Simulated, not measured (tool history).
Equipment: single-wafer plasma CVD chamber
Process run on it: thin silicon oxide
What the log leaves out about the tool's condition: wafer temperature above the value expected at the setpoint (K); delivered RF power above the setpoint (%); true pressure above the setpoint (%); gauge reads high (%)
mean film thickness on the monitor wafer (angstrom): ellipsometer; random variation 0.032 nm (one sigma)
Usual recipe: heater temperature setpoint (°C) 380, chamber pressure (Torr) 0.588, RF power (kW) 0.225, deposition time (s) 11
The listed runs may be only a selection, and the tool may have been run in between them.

run   hour  heater temperature setpoint (°C)  chamber pressure (Torr)  RF power (kW)  deposition time (s)  wafers since the last listed run  hours since the last thermocouple change  hours since the last RF generator calibration  hours since the last manometer calibration  hours since the showerhead was replaced  hours since the gauge calibration  read-back reference wafer on the same gauge, thickness_nm  mean film thickness on the monitor wafer (angstrom)
  1      0                               380                    0.588          0.225                   11                                 0                                      2021                                         2516.3                                      1332.1                                   6170.6                               37.5                                                     10.893                                               118.62
  2   14.3                               380                    0.588          0.225                   11                               502                                    2035.3                                         2530.6                                      1346.4                                   6184.9                               51.8                                                       10.9                                                119.5
  3   25.8                               380                    0.588          0.225                   11                               404                                    2046.8                                         2542.1                                      1357.9                                   6196.4                               63.3                                                       10.9                                               118.74
  4   34.2                               380                    0.588          0.225                   11                               295                                    2055.2                                         2550.5                                      1366.3                                   6204.8                               71.7                                                     10.901                                               119.14
  5   42.7                               380                    0.588          0.225                   11                               298                                    2063.7                                           2559                                      1374.8                                   6213.3                               80.2                                                     10.897                                               118.85
  6     57                               380                    0.588          0.225                  9.8                               502                                      2078                                         2573.3                                      1389.1                                   6227.6                               94.5                                                     10.896                                               105.92
  7   72.9                               380                    0.588          0.225                  9.8                               559                                    2093.9                                         2589.2                                        1405                                   6243.5                              110.4                                                       10.9                                               105.61
  8   82.6                               380                    0.588          0.225                   11                               341                                    2103.6                                         2598.9                                      1414.7                                   6253.2                              120.1                                                     10.895                                               118.81
  9   97.8                               380                    0.588          0.225                   11                               534                                    2118.8                                         2614.1                                      1429.9                                   6268.4                              135.3                                                     10.895                                               118.68
 10  108.8                               380                    0.588          0.225                   11                               386                                    2129.8                                         2625.1                                      1440.9                                   6279.4                              146.3                                                     10.897                                               118.11
     114.2  -- gauge calibrated
     119.9  -- showerhead replaced
 11  120.4                               380                    0.588          0.225                   11                               126                                    2141.4                                         2636.7                                      1452.5                                      0.5                                6.2                                                     10.901                                               118.37
     132.1  -- thermocouple changed; heater temperature recalibrated
 12  132.6                               380                    0.588          0.225                   11                               147                                       0.5                                         2648.9                                      1464.7                                     12.7                               18.4                                                     10.898                                               118.89
 13  148.5                               380                    0.504          0.225                   11                               559                                      16.4                                         2664.8                                      1480.6                                     28.6                               34.3                                                     10.901                                               101.15
 14  160.2                               380                    0.588          0.225                  9.9                               411                                      28.1                                         2676.5                                      1492.3                                     40.3                                 46                                                     10.902                                               105.99
 15  167.2                               380                     0.64          0.255                   11                               246                                      35.1                                         2683.5                                      1499.3                                     47.3                                 53                                                     10.894                                               138.79
     189.5  -- capacitance manometer re-zeroed and calibrated
     194.1  -- RF generator calibrated
 16  194.6                               380                    0.588          0.225                   11                               519                                      62.5                                            0.5                                         5.1                                     74.7                               80.4                                                     10.899                                               126.84
 17  197.6                               380                    0.466          0.225                   11                               105                                      65.5                                            3.5                                         8.1                                     77.7                               83.4                                                     10.901                                               100.12
 18  209.4                               380                    0.588           0.24                   11                               414                                      77.3                                           15.3                                        19.9                                     89.5                               95.2                                                     10.896                                               131.88
 19  224.6                               380                    0.588          0.225                   11                               534                                      92.5                                           30.5                                        35.1                                    104.7                              110.4                                                     10.897                                               126.54
 20  231.5                               370                    0.588          0.225                   11                               242                                      99.4                                           37.4                                          42                                    111.6                              117.3                                                     10.898                                               127.21
 21  241.2                               395                    0.641          0.255                   11                               341                                     109.1                                           47.1                                        51.7                                    121.3                                127                                                     10.905                                               148.03
 22  250.1                               380                    0.588          0.225                   11                               312                                       118                                             56                                        60.6                                    130.2                              135.9                                                     10.902                                               126.26

3 ways to go on from here, each from the tool as it stands after run 22. What would each give?
  A  250.5                               368                    0.588          0.225                   11                                14                                     118.4                                           56.4                                          61                                    130.6                              136.3                                                          ?                                                    ?
  B  250.5                               366                    0.513          0.225                   11                                14                                     118.4                                           56.4                                          61                                    130.6                              136.3                                                          ?                                                    ?
  C  250.5                               366                    0.546          0.225                 11.8                                14                                     118.4                                           56.4                                          61                                    130.6                              136.3                                                          ?                                                    ?

run  read-back reference wafer on the same gauge, thickness_nm  mean film thickness on the monitor wafer (angstrom)
  A                                                     10.897                                               127.21
  B                                                     10.897                                               110.85
  C                                                     10.897                                                126.7
Without the tool's unlogged condition, the same runs would have read:
run  mean film thickness on the monitor wafer (angstrom)
  A                                               126.74
  B                                               110.43
  C                                               126.21
